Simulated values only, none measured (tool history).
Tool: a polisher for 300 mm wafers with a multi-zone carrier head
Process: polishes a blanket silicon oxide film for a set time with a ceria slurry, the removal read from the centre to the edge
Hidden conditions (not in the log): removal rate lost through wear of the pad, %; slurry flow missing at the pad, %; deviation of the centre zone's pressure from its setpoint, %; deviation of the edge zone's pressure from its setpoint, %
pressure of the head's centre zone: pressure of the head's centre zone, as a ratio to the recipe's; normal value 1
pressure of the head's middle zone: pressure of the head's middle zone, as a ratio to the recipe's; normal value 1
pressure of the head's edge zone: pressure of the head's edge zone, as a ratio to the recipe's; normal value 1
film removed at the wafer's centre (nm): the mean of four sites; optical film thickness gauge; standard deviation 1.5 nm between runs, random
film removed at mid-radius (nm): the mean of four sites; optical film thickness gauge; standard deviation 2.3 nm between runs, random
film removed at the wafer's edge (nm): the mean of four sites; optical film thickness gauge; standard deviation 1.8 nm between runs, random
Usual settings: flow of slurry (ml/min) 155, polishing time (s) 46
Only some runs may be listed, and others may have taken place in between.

run   hour  flow of slurry (ml/min)  pressure of the head's centre zone  pressure of the head's middle zone  pressure of the head's edge zone  polishing time (s)  wafers since the last listed run  wafers polished on this pad  hours since the slurry nozzle was cleaned  hours since the centre zone pressure was calibrated  hours since the edge zone pressure was calibrated  hours since the carrier head's membrane was replaced  incoming thickness of the incoming film, nm  film removed at the wafer's centre (nm)  film removed at mid-radius (nm)  film removed at the wafer's edge (nm)
  1      0                      155                                   1                                0.97                                 1                  46                                 0                          997                                        590                                               1151.2                                              925.1                                                1234.1                                       1080.7                                    204.5                            210.2                                  205.7
      16.6  -- worn pad replaced by a new one
  2   25.9                      155                                   1                                0.97                                 1                  46                               284                          121                                      615.9                                               1177.1                                                951                                                  1260                                       1097.1                                    206.4                            205.8                                  206.8
  3   43.3                      155                                   1                                1.09                                 1                  46                               225                          347                                      633.3                                               1194.5                                              968.4                                                1277.4                                       1109.4                                    202.6                            223.5                                  206.1
  4   57.1                      155                                1.05                                   1                                 1                  46                               179                          526                                      647.1                                               1208.3                                              982.2                                                1291.2                                         1096                                    215.8                            211.3                                  206.9
     103.6  -- worn pad replaced by a new one
  5  104.1                      130                                   1                                   1                              0.96                  46                               558                            6                                      694.1                                               1255.3                                             1029.2                                                1338.2                                         1100                                    193.8                            198.4                                  196.8
  6  120.3                      155                                   1                                   1                              0.96                  46                               210                          217                                      710.3                                               1271.5                                             1045.4                                                1354.4                                       1099.8                                      203                            209.9                                  202.9
  7  155.4                      155                                   1                                   1                              0.96                  46                               455                          672                                      745.4                                               1306.6                                             1080.5                                                1389.5                                       1098.8                                    204.7                            211.9                                  203.7
     158.9  -- centre zone pressure recalibrated
     178.5  -- slurry nozzle cleaned
  8  186.4                      155                                   1                                   1                              0.96                  46                               363                         1036                                        7.9                                                 27.5                                             1111.5                                                1420.5                                       1102.6                                      195                            202.1                                  196.6
     206.7  -- worn pad replaced by a new one
     239.5  -- edge zone pressure recalibrated
     241.3  -- carrier head's membrane replaced by a new one
  9  247.1                      155                                   1                                0.96                                 1                  46                               686                          475                                       68.6                                                 88.2                                                7.6                                                   5.8                                       1100.3                                    190.7                            191.9                                  202.6
 10  281.2                      155                                   1                                0.96                                 1                  46                               442                          918                                      102.7                                                122.3                                               41.7                                                  39.9                                         1098                                    189.4                            192.9                                  197.9
     287.6  -- slurry nozzle cleaned, repeated, since the last time left the tool worse
     304.7  -- worn pad replaced by a new one
 11  306.9                      180                                0.88                                   1                              1.03                  46                               268                           28                                       19.3                                                  148                                               67.4                                                  65.6                                       1081.2                                    195.4                            222.2                                  218.3
 12  327.3                      155                                   1                                   1                                 1                  46                               264                          293                                       39.7                                                168.4                                               87.8                                                    86                                       1089.6                                    209.9                            216.8                                  214.3
 13  339.5                      155                                0.91                                1.09                                 1                  46                               158                          452                                       51.9                                                180.6                                                100                                                  98.2                                       1089.1                                    193.4                            230.6                                  213.4
 14  359.6                      155                                   1                                1.09                                 1                  46                               260                          712                                         72                                                200.7                                              120.1                                                 118.3                                       1106.6                                    212.6                            225.3                                  215.7
 15  372.8                      155                                   1                                1.09                               0.9                  46                               171                          884                                       85.2                                                213.9                                              133.3                                                 131.5                                       1098.8                                    211.8                            226.4                                  205.3
 16  400.5                      155                                1.09                                   1                               1.1                  51                               359                         1243                                      112.9                                                241.6                                                161                                                 159.2                                         1084                                    254.4                            245.2                                  243.4
     404.6  -- worn pad replaced by a new one
 17  413.3                      130                                   1                                   1                              0.96                  46                               114                          112                                      125.7                                                254.4                                              173.8                                                   172                                       1109.8                                    203.5                            206.7                                  202.7
 18  433.6                      120                                1.11                                   1                              1.06                  33                               263                          375                                        146                                                274.7                                              194.1                                                 192.3                                       1110.6                                      158                            141.5                                  149.4
 19  450.6                      155                                0.96                                   1                                 1                  46                               220                          596                                        163                                                291.7                                              211.1                                                 209.3                                       1103.2                                    201.1                            215.9                                  210.9
 20  475.3                      100                                1.07                                 0.9                                 1                  46                               320                          917                                      187.7                                                316.4                                              235.8                                                   234                                       1082.1                                    193.6                              177                                  195.9

How would selected steps in film removed at the wafer's centre (nm) from run to run divide? Give the signed amount a tool lacking its hidden state would still show from settings, what came in and random variation, and the signed amount left for the hidden state, including any gauge scatter that is not in both of the compared results.
Run 7 -> 8: centre zone pressure recalibrated, slurry nozzle cleaned. film removed at the wafer's centre (nm) -9.7: hidden state -9.2, all else -0.5.
Run 10 -> 11: flow of slurry (ml/min) 155 -> 180, pressure of the head's centre zone 1 -> 0.88, pressure of the head's middle zone 0.96 -> 1, pressure of the head's edge zone 1 -> 1.03, slurry nozzle cleaned, repeated, since the last time left the tool worse, worn pad replaced by a new one. film removed at the wafer's centre (nm) +6: hidden state +24.8, all else -18.8.
Run 16 -> 17: flow of slurry (ml/min) 155 -> 130, pressure of the head's centre zone 1.09 -> 1, pressure of the head's edge zone 1.1 -> 0.96, polishing time (s) 51 -> 46, worn pad replaced by a new one. film removed at the wafer's centre (nm) -50.9: hidden state -0.2, all else -50.7.
Run 17 -> 18: flow of slurry (ml/min) 130 -> 120, pressure of the head's centre zone 1 -> 1.11, pressure of the head's edge zone 0.96 -> 1.06, polishing time (s) 46 -> 33. film removed at the wafer's centre (nm) -45.5: hidden state +0.2, all else -45.7.

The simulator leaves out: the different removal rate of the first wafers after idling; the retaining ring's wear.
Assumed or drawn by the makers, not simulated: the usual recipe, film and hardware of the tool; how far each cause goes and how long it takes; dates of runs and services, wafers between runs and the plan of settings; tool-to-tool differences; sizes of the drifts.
